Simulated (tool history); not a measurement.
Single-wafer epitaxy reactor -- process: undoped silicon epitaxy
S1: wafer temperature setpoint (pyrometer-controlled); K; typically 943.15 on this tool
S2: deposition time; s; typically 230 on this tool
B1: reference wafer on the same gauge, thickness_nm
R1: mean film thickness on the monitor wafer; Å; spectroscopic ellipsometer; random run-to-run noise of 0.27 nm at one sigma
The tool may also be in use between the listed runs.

run	hour	S1	S2	B1	R1
1	0	936.15	230	52.968	521.03
2	35.9	936.15	230	53.081	523.24
3	50.4	947.15	230	53.059	678.49
4	82.8	947.15	230	53.283	683.73
5	113.1	943.15	211	53.342	569.59
6	125.6	943.15	211	53.347	570.36
7	150.7	943.15	211	53.49	572.42
8	173.4	946.15	230	53.63	674.88
9	193.3	946.15	230	52.706	657.94
10	216	943.15	230	52.688	618.83
11	237.4	943.15	230	52.706	614.79
12	258.4	943.15	230	52.714	617.65
13	278.3	953.15	212	52.786	714.09
14	299.8	946.15	230	52.779	658.45
15	317.4	943.15	230	52.731	620.01
16	349.2	948.15	230	52.86	690.75
17	367.1	931.15	199	52.938	401
18	396.9	956.15	252	53.035	913.33
19	438.4	931.15	230	52.984	464.3
20	465.7	943.15	230	53.099	615.89
21	495.7	937.15	256	53.231	600.24
22	527.1	939.15	264	53.246	647.28
23	546.2	956.15	230	52.713	833.28
24	570.2	943.15	230	52.685	612.74
25	590.3	943.15	230	52.694	616.95

The log once held 3 entries between its listed runs, left out of this copy. Where does each go, and what is different about the tool's unlogged condition between the listed run before it and the listed run after it?
From run 8 to run 9: gauge calibrated (hour 185.8)
  gauge reads high (%): 1.69 -> -0.0107
  difference, measured minus the result without the unlogged condition, R1: +11.23 -> -0.07 Å
From run 18 to run 19: pyrometer calibrated (hour 437.9)
  gauge reads high (%): 0.457 -> 0.659
  difference, measured minus the result without the unlogged condition, R1: +4.15 -> +3.04 Å
From run 22 to run 23: gauge calibrated (hour 536.1)
  gauge reads high (%): 1.21 -> -0.00968
  difference, measured minus the result without the unlogged condition, R1: +7.75 -> -0.09 Å
